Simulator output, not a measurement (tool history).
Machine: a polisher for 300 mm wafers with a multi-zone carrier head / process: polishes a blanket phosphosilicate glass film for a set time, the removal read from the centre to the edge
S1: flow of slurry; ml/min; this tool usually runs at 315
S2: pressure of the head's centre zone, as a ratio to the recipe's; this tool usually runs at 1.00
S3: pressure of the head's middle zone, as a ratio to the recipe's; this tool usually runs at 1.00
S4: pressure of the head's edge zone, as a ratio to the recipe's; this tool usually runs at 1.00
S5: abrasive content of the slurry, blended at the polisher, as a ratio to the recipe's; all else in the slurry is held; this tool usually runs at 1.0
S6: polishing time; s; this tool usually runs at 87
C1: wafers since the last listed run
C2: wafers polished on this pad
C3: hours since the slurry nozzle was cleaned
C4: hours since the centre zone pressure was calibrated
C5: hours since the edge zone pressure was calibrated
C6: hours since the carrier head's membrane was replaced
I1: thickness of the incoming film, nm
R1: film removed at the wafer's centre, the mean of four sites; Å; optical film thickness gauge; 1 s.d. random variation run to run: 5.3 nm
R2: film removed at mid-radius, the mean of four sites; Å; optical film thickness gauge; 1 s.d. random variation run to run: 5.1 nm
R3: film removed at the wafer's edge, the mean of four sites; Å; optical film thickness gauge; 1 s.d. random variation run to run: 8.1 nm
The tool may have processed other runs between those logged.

run,hour,S1,S2,S3,S4,S5,S6,C1,C2,C3,C4,C5,C6,I1,R1,R2,R3
1,0.0,315,1.00,1.00,0.94,1.0,87,0,1181,428.9,438.5,221.4,1130.1,4182.9,6027,6622,6276
# hour 0.2: worn pad replaced by a new one
2,41.4,315,1.00,1.00,1.00,1.0,87,357,357,470.3,479.9,262.8,1171.5,4182.1,5973,6657,6445
# hour 88.9: slurry nozzle cleaned
3,110.6,315,1.00,1.00,1.00,1.0,87,591,948,21.7,549.1,332.0,1240.7,4122.4,5893,6643,6658
# hour 146.1: worn pad replaced by a new one
4,160.2,315,1.00,1.00,1.00,1.0,87,395,122,71.3,598.7,381.6,1290.3,4118.7,5846,6678,6574
5,232.1,315,1.00,0.94,1.00,1.0,87,623,746,143.2,670.6,453.5,1362.2,4111.8,5780,6367,6483
# hour 249.4: edge zone pressure recalibrated
6,283.1,315,1.00,0.94,1.00,1.0,87,424,1171,194.2,721.6,33.7,1413.2,4077.1,5884,6401,6484
7,311.9,315,1.00,0.94,1.00,1.0,87,249,1420,223.0,750.4,62.5,1442.0,4173.7,5812,6378,6513
# hour 326.3: worn pad replaced by a new one
8,341.3,315,1.09,0.93,1.00,1.0,87,220,130,252.4,779.8,91.9,1471.4,4151.0,6261,6235,6413
9,369.1,315,1.09,0.93,1.00,1.0,87,241,371,280.2,807.6,119.7,1499.2,4202.9,6371,6247,6272
10,410.8,315,1.00,1.00,1.00,1.0,87,361,732,321.9,849.3,161.4,1540.9,4188.6,5739,6772,6328
11,445.0,315,1.00,1.00,1.00,1.0,87,296,1029,356.1,883.5,195.6,1575.1,4120.9,5648,6725,6558
12,485.8,315,1.00,1.09,1.00,1.3,87,353,1383,396.9,924.3,236.4,1615.9,4143.1,6428,8169,7251
# hour 492.6: worn pad replaced by a new one
# hour 494.3: carrier head's membrane replaced by a new one
# hour 514.1: centre zone pressure recalibrated
13,529.2,315,1.11,1.00,1.00,1.0,87,309,285,440.3,15.1,279.8,34.9,4182.8,7184,6747,6432
# hour 547.6: slurry nozzle cleaned
14,573.8,315,1.00,1.10,1.00,1.1,112,378,663,26.2,59.7,324.4,79.5,4196.6,8813,9862,8869
15,629.9,225,1.00,1.00,1.00,1.0,116,486,1150,82.3,115.8,380.5,135.6,4172.8,8184,8636,8446
# hour 663.7: worn pad replaced by a new one
16,666.0,255,1.00,1.00,0.91,1.0,63,278,19,118.4,151.9,416.6,171.7,4139.2,4567,4746,4459
17,691.7,285,1.00,1.00,0.93,1.0,87,222,242,144.1,177.6,442.3,197.4,4233.2,6313,6627,6231
18,716.7,315,1.00,1.00,1.00,1.2,87,216,459,169.1,202.6,467.3,222.4,4209.4,6935,7354,7047

Consider 3 possible next runs. They are alternatives, not a sequence: every one starts from the tool as it was left by run 18. What does each give?
A,717.2,315,1.00,1.00,1.00,1.0,87,4,463,169.6,203.1,467.8,222.9,4166.4,?,?,?
B,717.2,315,1.00,1.00,0.97,1.1,87,4,463,169.6,203.1,467.8,222.9,4166.4,?,?,?
C,717.2,315,0.89,1.09,1.00,1.0,102,4,463,169.6,203.1,467.8,222.9,4166.4,?,?,?

run,R1,R2,R3
A,6236,6672,6327
B,6554,7013,6553
C,6504,8422,7409
Stripped of hidden state, with their random variation kept, the same runs would have yielded:
run,R1,R2,R3
A,6307,6672,6327
B,6629,7013,6553
C,6579,8422,7409
